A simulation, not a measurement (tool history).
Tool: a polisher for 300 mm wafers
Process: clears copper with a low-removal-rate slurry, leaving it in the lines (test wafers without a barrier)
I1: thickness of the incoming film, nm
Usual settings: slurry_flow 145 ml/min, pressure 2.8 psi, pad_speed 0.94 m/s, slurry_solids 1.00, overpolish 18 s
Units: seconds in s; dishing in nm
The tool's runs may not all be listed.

run 1 hour=0.0 | slurry_flow=145 pressure=2.8 pad_speed=0.94 slurry_solids=1.00 overpolish=18 | I1=279.2 | seconds=117.3 dishing=30.0
-- hour=17.2 slurry blender recalibrated
run 2 hour=39.9 | slurry_flow=145 pressure=2.8 pad_speed=0.94 slurry_solids=1.00 overpolish=18 | I1=278.0 | seconds=115.9 dishing=29.0
-- hour=80.5 worn pad replaced by a new one
run 3 hour=81.0 | slurry_flow=145 pressure=2.8 pad_speed=0.94 slurry_solids=1.00 overpolish=18 | I1=270.6 | seconds=102.2 dishing=30.6
run 4 hour=152.1 | slurry_flow=120 pressure=2.8 pad_speed=0.94 slurry_solids=1.00 overpolish=18 | I1=275.2 | seconds=111.0 dishing=29.4
run 5 hour=236.8 | slurry_flow=165 pressure=2.8 pad_speed=0.94 slurry_solids=1.00 overpolish=14 | I1=275.2 | seconds=106.4 dishing=26.8
run 6 hour=344.2 | slurry_flow=145 pressure=2.8 pad_speed=0.94 slurry_solids=1.00 overpolish=18 | I1=279.8 | seconds=109.0 dishing=31.5
-- hour=425.6 head pressure recalibrated
run 7 hour=618.5 | slurry_flow=145 pressure=3.3 pad_speed=0.94 slurry_solids=0.85 overpolish=18 | I1=276.9 | seconds=100.9 dishing=32.1
run 8 hour=670.3 | slurry_flow=145 pressure=2.8 pad_speed=0.94 slurry_solids=1.00 overpolish=9 | I1=272.9 | seconds=112.6 dishing=17.3
-- hour=752.8 slurry nozzle cleaned
run 9 hour=767.5 | slurry_flow=145 pressure=2.8 pad_speed=0.94 slurry_solids=1.00 overpolish=18 | I1=280.3 | seconds=117.1 dishing=30.1
-- hour=816.0 worn pad replaced by a new one, of another model than before
-- hour=824.5 slurry blender recalibrated
run 10 hour=1059.2 | slurry_flow=190 pressure=2.8 pad_speed=0.82 slurry_solids=1.00 overpolish=24 | I1=277.7 | seconds=114.4 dishing=34.0
run 11 hour=1099.6 | slurry_flow=145 pressure=2.8 pad_speed=0.94 slurry_solids=1.00 overpolish=18 | I1=274.6 | seconds=107.5 dishing=30.6
run 12 hour=1141.8 | slurry_flow=145 pressure=2.8 pad_speed=0.94 slurry_solids=1.00 overpolish=18 | I1=272.1 | seconds=105.7 dishing=29.9
run 13 hour=1220.7 | slurry_flow=145 pressure=2.8 pad_speed=0.72 slurry_solids=1.30 overpolish=24 | I1=269.0 | seconds=121.3 dishing=34.1
run 14 hour=1323.7 | slurry_flow=190 pressure=3.4 pad_speed=0.66 slurry_solids=1.15 overpolish=18 | I1=273.8 | seconds=106.4 dishing=31.2
run 15 hour=1382.8 | slurry_flow=145 pressure=2.8 pad_speed=0.94 slurry_solids=1.00 overpolish=18 | I1=278.4 | seconds=115.1 dishing=28.8
run 16 hour=1478.0 | slurry_flow=145 pressure=2.4 pad_speed=1.26 slurry_solids=1.00 overpolish=18 | I1=275.6 | seconds=103.8 dishing=31.4
-- hour=1523.2 worn pad replaced by a new one
-- hour=1555.8 slurry nozzle cleaned
run 17 hour=1563.0 | slurry_flow=145 pressure=2.8 pad_speed=0.94 slurry_solids=1.00 overpolish=18 | I1=272.3 | seconds=105.7 dishing=32.1
-- hour=1626.3 slurry blender recalibrated
run 18 hour=1641.0 | slurry_flow=145 pressure=1.9 pad_speed=0.94 slurry_solids=1.00 overpolish=18 | I1=271.6 | seconds=158.0 dishing=22.9
run 19 hour=1688.9 | slurry_flow=145 pressure=2.8 pad_speed=0.86 slurry_solids=1.00 overpolish=18 | I1=274.3 | seconds=114.5 dishing=29.1
-- hour=1718.5 head pressure recalibrated
run 20 hour=1930.5 | slurry_flow=165 pressure=2.5 pad_speed=1.22 slurry_solids=1.00 overpolish=18 | I1=274.5 | seconds=97.0 dishing=32.2
run 21 hour=2014.8 | slurry_flow=105 pressure=2.8 pad_speed=0.94 slurry_solids=1.20 overpolish=18 | I1=274.9 | seconds=110.6 dishing=30.4
run 22 hour=2074.7 | slurry_flow=145 pressure=2.8 pad_speed=0.94 slurry_solids=0.90 overpolish=23 | I1=276.8 | seconds=112.2 dishing=36.4
run 23 hour=2152.4 | slurry_flow=145 pressure=2.8 pad_speed=0.94 slurry_solids=1.00 overpolish=8 | I1=277.4 | seconds=112.4 dishing=15.6
run 24 hour=2258.6 | slurry_flow=145 pressure=2.8 pad_speed=0.94 slurry_solids=1.00 overpolish=18 | I1=271.5 | seconds=111.1 dishing=30.6
-- hour=2343.9 slurry nozzle cleaned
-- hour=2353.4 worn pad replaced by a new one
-- hour=2533.9 slurry blender recalibrated
run 25 hour=2546.0 | slurry_flow=145 pressure=2.1 pad_speed=0.94 slurry_solids=1.00 overpolish=18 | I1=276.5 | seconds=150.2 dishing=23.6
run 26 hour=2598.3 | slurry_flow=145 pressure=2.8 pad_speed=0.94 slurry_solids=1.15 overpolish=18 | I1=272.6 | seconds=102.4 dishing=29.7
run 27 hour=2635.8 | slurry_flow=110 pressure=2.8 pad_speed=0.94 slurry_solids=1.00 overpolish=18 | I1=275.3 | seconds=113.2 dishing=29.8
run 28 hour=2678.6 | slurry_flow=185 pressure=2.1 pad_speed=0.94 slurry_solids=1.25 overpolish=13 | I1=276.1 | seconds=139.2 dishing=19.1

Forecast each of these 4 alternatives for the next run:
run A hour=2679.1 | slurry_flow=145 pressure=2.8 pad_speed=0.94 slurry_solids=1.00 overpolish=18 | I1=271.8 | seconds=? dishing=?
run B hour=2679.1 | slurry_flow=110 pressure=3.5 pad_speed=0.94 slurry_solids=1.00 overpolish=29 | I1=271.8 | seconds=? dishing=?
run C hour=2679.1 | slurry_flow=185 pressure=3.4 pad_speed=0.66 slurry_solids=1.15 overpolish=18 | I1=271.8 | seconds=? dishing=?
run D hour=2679.1 | slurry_flow=145 pressure=2.8 pad_speed=1.10 slurry_solids=1.00 overpolish=11 | I1=271.8 | seconds=? dishing=?

run=A seconds=106.9 dishing=31.8
run=B seconds=88.2 dishing=50.0
run=C seconds=106.2 dishing=32.3
run=D seconds=95.1 dishing=23.7
Without the tool's hidden state the same runs would have given:
run=A seconds=102.0 dishing=32.9
run=B seconds=84.2 dishing=51.4
run=C seconds=101.3 dishing=33.4
run=D seconds=90.7 dishing=24.6

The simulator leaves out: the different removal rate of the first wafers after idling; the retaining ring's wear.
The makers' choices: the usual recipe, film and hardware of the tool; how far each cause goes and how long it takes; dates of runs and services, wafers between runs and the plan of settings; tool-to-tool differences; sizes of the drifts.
